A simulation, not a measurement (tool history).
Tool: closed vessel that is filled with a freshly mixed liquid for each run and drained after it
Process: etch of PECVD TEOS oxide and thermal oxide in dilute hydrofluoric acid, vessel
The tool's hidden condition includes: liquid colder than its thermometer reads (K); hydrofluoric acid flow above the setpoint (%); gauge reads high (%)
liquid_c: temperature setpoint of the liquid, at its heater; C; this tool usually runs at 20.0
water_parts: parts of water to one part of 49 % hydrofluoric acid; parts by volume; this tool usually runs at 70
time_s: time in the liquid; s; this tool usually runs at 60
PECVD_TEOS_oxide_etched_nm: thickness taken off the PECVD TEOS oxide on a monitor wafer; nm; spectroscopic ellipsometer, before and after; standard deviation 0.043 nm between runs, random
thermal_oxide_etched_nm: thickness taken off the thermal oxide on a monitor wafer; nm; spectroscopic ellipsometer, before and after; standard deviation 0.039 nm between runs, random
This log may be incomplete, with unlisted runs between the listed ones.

run     day  liquid_c  water_parts  time_s  wafers since the last listed run  hours since the thermometer was replaced  hours since the hydrofluoric acid flow meter was replaced  hours since the gauge calibration  read-back film thickness of the PECVD TEOS oxide reference wafer, read on the same gauge (nm)  read-back film thickness of the thermal oxide reference wafer, read on the same gauge (nm)  PECVD_TEOS_oxide_etched_nm  thermal_oxide_etched_nm
  1   0.000      20.0           70      60                                 0                                    1083.2                                                      565.7                              422.0                                                                                         140.01                                                                                      29.985                       11.37                    4.089
  2   1.321      20.0           70      35                              2603                                    1114.9                                                      597.4                              453.7                                                                                         139.99                                                                                      30.006                        6.65                    2.386
  3   4.300      20.0           70      35                              5871                                    1186.4                                                      668.9                              525.2                                                                                         140.00                                                                                      30.019                        6.65                    2.360
  4   5.408      20.0           70      60                              2184                                    1213.0                                                      695.5                              551.8                                                                                         140.03                                                                                      30.014                       11.34                    4.068
  5   7.912      17.5           70      60                              4935                                    1273.1                                                      755.6                              611.9                                                                                         139.99                                                                                      30.020                       10.26                    3.671
      9.300  -- hydrofluoric acid flow meter replaced
      9.588  -- thermometer replaced
  6   9.808      20.0           70      60                              3572                                       5.3                                                       12.2                              657.4                                                                                         139.99                                                                                      30.031                       11.68                    4.158
  7  11.258      20.0           70      60                              2857                                      40.1                                                       47.0                              692.2                                                                                         140.00                                                                                      30.012                       11.68                    4.200
  8  12.712      20.0           70      60                              2866                                      75.0                                                       81.9                              727.1                                                                                         140.01                                                                                      30.002                       11.61                    4.165
  9  14.633      20.0           70      60                              3785                                     121.1                                                      128.0                              773.2                                                                                         140.01                                                                                      29.997                       11.65                    4.204
 10  22.054      24.0           95      30                             14625                                     299.2                                                      306.1                              951.3                                                                                         140.02                                                                                      29.995                        4.91                    1.747
 11  24.379      17.5           80      40                              4582                                     355.0                                                      361.9                             1007.1                                                                                         139.99                                                                                      30.012                        6.01                    2.143
 12  26.746      20.0           70      60                              4664                                     411.8                                                      418.7                             1063.9                                                                                         140.02                                                                                      29.983                       11.60                    4.125
 13  29.171      20.0           70      70                              4779                                     470.0                                                      476.9                             1122.1                                                                                         140.02                                                                                      29.969                       13.45                    4.799
 14  30.538      24.0           70      60                              2693                                     502.8                                                      509.7                             1154.9                                                                                         140.00                                                                                      29.997                       13.64                    4.870
 15  33.238      22.5           70      90                              5321                                     567.6                                                      574.5                             1219.7                                                                                         140.01                                                                                      29.993                       19.07                    6.889
     35.583  -- hydrofluoric acid flow meter replaced
 16  42.200      17.0          100      60                             17582                                     782.7                                                      158.8                             1434.8                                                                                         139.99                                                                                      29.999                        6.81                    2.491
 17  44.554      18.5           70      60                              4639                                     839.2                                                      215.3                             1491.3                                                                                         139.99                                                                                      29.995                       10.71                    3.774
 18  47.217      20.0           70      60                              5247                                     903.1                                                      279.2                             1555.2                                                                                         140.01                                                                                      30.002                       11.43                    4.032
 19  48.917      20.0           90      60                              3350                                     943.9                                                      320.0                             1596.0                                                                                         140.00                                                                                      29.987                        8.70                    3.149
     49.888  -- gauge calibrated
 20  51.142      18.0           70      60                              4385                                     997.3                                                      373.4                               30.1                                                                                         139.99                                                                                      30.000                       10.50                    3.703
 21  52.992      17.0          105      60                              3646                                    1041.7                                                      417.8                               74.5                                                                                         139.99                                                                                      30.036                        6.44                    2.320
 22  54.667      17.5           40      60                              3301                                    1081.9                                                      458.0                              114.7                                                                                         139.96                                                                                      29.984                       18.50                    6.650
 23  57.475      20.0           70      60                              5534                                    1149.3                                                      525.4                              182.1                                                                                         139.98                                                                                      30.020                       11.50                    4.051
 24  59.992      20.0           70      60                              4960                                    1209.7                                                      585.8                              242.5                                                                                         140.02                                                                                      29.992                       11.41                    4.059
     60.967  -- thermometer replaced
 25  61.312      24.5           70      50                              2521                                       8.3                                                      617.5                              274.2                                                                                         140.01                                                                                      29.991                       11.73                    4.177
 26  63.908      20.0           70      60                              5116                                      70.6                                                      679.8                              336.5                                                                                         140.02                                                                                      30.005                       11.66                    4.250
 27  66.888      18.0           85      90                              5871                                     142.1                                                      751.3                              408.0                                                                                         140.01                                                                                      30.009                       12.99                    4.563

Alternative continuations, all from the tool just after run 27; predict every row:
  A  66.917      20.0           55      60                                57                                     142.8                                                      752.0                              408.7                                                                                              ?                                                                                           ?                           ?                        ?
  B  66.917      17.0           70      30                                57                                     142.8                                                      752.0                              408.7                                                                                              ?                                                                                           ?                           ?                        ?
  C  66.917      18.5          105      85                                57                                     142.8                                                      752.0                              408.7                                                                                              ?                                                                                           ?                           ?                        ?

run  read-back film thickness of the PECVD TEOS oxide reference wafer, read on the same gauge (nm)  read-back film thickness of the thermal oxide reference wafer, read on the same gauge (nm)  PECVD_TEOS_oxide_etched_nm  thermal_oxide_etched_nm
  A                                                                                         140.00                                                                                      29.997                       15.03                    5.392
  B                                                                                         140.00                                                                                      29.997                        5.11                    1.832
  C                                                                                         140.00                                                                                      29.997                        9.90                    3.552
What these runs would have given with no unlogged condition in the tool:
run  PECVD_TEOS_oxide_etched_nm  thermal_oxide_etched_nm
  A                       15.15                    5.436
  B                        5.15                    1.847
  C                        9.98                    3.580

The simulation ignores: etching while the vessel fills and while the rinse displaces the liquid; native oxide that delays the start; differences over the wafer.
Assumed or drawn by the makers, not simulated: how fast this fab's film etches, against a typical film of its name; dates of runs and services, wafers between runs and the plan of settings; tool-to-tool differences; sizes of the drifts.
